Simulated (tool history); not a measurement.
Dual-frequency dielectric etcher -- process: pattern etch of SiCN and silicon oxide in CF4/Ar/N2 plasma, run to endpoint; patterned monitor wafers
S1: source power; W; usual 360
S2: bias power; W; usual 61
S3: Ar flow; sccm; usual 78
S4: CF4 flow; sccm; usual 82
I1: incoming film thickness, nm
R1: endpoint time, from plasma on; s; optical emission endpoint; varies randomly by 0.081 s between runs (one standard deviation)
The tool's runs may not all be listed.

run	day	S1	S2	S3	S4	I1	R1
1	0	360	61	78	82	14.77	22.4
2	0.404	330	54	96	67	14.96	27.2
# day 1.079: source power generator calibrated
# day 2.079: upper electrode replaced
# day 2.125: wet clean of the chamber
3	2.146	440	68	63	64	14.9	19
4	2.158	360	61	78	82	14.8	23.4
# day 2.892: Ar flow controller replaced
5	3.692	440	61	95	82	14.89	19.1
# day 5.279: source power generator calibrated, repeated, since the last time left the tool worse
6	5.538	360	61	78	82	14.9	21.9
7	6.033	360	61	78	82	14.98	21.9
# day 6.475: CF4 flow controller replaced
8	6.521	410	61	78	82	14.93	18.7
9	7.004	360	61	89	76	14.74	22
10	7.729	430	61	63	77	14.9	17.7
11	9.262	360	61	78	82	14.9	21.7
12	9.608	430	61	83	68	14.89	18.6
13	10.358	360	61	97	82	14.88	22.3
14	10.704	270	68	72	100	14.85	28.9
15	11.1	360	61	78	82	14.97	21.9
16	11.7	360	61	86	82	14.88	22.1
17	12.1	450	61	66	82	14.88	16.9
18	12.783	360	61	78	82	14.86	21.9
19	13.267	420	61	70	62	14.98	19.3
20	13.912	420	61	68	82	14.83	18.1
21	14.425	360	61	78	82	14.99	22
22	14.692	360	61	78	82	14.97	21.9
23	16.096	360	61	62	82	14.81	21.4

Some steps in R1, run to run, broken into two amounts with sign: the step expected even without the hidden condition (settings, incoming material, random variation), and the rest, left for the hidden condition together with whatever gauge scatter is not in both the measured and the hidden-condition-free result:
Unlogged tool condition in this case: etch rate over this chamber's usual, %; source power that arrives over what is set, %; bias power that arrives over what is set, %; Ar flow that arrives over what is set, %; CF4 flow that arrives over what is set, %.
Run 2 -> 3: S1 330 -> 440, S2 54 -> 68, S3 96 -> 63, S4 67 -> 64, source power generator calibrated, upper electrode replaced, wet clean of the chamber. R1 -8.2 s: hidden state +0.4, all else -8.6.
Run 5 -> 6: S1 440 -> 360, S3 95 -> 78, source power generator calibrated, repeated, since the last time left the tool worse. R1 +2.8 s: hidden state -1.4, all else +4.2.
Run 14 -> 15: S1 270 -> 360, S2 68 -> 61, S3 72 -> 78, S4 100 -> 82. R1 -7 s: hidden state +0.1, all else -7.1.
